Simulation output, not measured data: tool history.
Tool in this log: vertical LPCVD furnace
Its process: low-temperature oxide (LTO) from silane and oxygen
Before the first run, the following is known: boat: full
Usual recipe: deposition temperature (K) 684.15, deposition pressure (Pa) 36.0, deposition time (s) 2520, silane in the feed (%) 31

run,hour,deposition temperature (K),deposition pressure (Pa),deposition time (s),silane in the feed (%),"read-back reference wafer on the same gauge, thickness",film thickness on the monitor wafer in the middle of the boat (Å)
1,0.0,684.15,36.0,2520,31,305.93,3715.7
2,12.0,684.15,36.0,2520,31,306.18,3716.3
3,19.3,684.15,36.0,2520,31,305.84,3712.4
4,30.6,684.15,36.0,2520,31,305.95,3719.3
5,42.7,684.15,36.0,2520,31,306.12,3706.1
6,58.4,684.15,36.0,2520,31,306.12,3727.2
7,67.5,684.15,36.0,2520,31,305.85,3716.6
8,82.5,684.15,36.0,3240,31,306.12,4785.5
9,95.5,684.15,36.0,2520,31,305.83,3717.3
# hour 100.7: gauge calibrated
10,103.1,684.15,36.0,2520,31,305.74,3715.9
11,116.9,684.15,36.0,2520,31,305.82,3719.1
12,125.5,684.15,36.0,2520,30,305.97,3553.9
# hour 159.6: pressure gauge zeroed
# hour 160.0: silane flow controller replaced
13,160.5,684.15,36.0,2520,30,305.96,3551.2
14,164.1,684.15,36.0,2520,30,306.19,3541.3
15,167.8,684.15,36.0,2520,31,305.89,3719.7
16,172.5,684.15,36.0,2850,31,306.19,4196.1
17,179.4,684.15,36.0,2520,31,305.78,3717.0
18,185.4,684.15,36.0,2520,31,306.23,3725.2
19,200.9,684.15,36.0,2820,31,305.85,4178.6
20,218.6,684.15,28.7,2520,31,306.09,2964.0

Run 21 is up next; what results do you expect?
21,232.3,684.15,36.0,2520,34,?,?

Run 21 produced read-back reference wafer on the same gauge, thickness 305.94, film thickness on the monitor wafer in the middle of the boat (Å) 4216.0.
Without the tool's hidden state the same run would have given film thickness on the monitor wafer in the middle of the boat (Å) 4032.2.
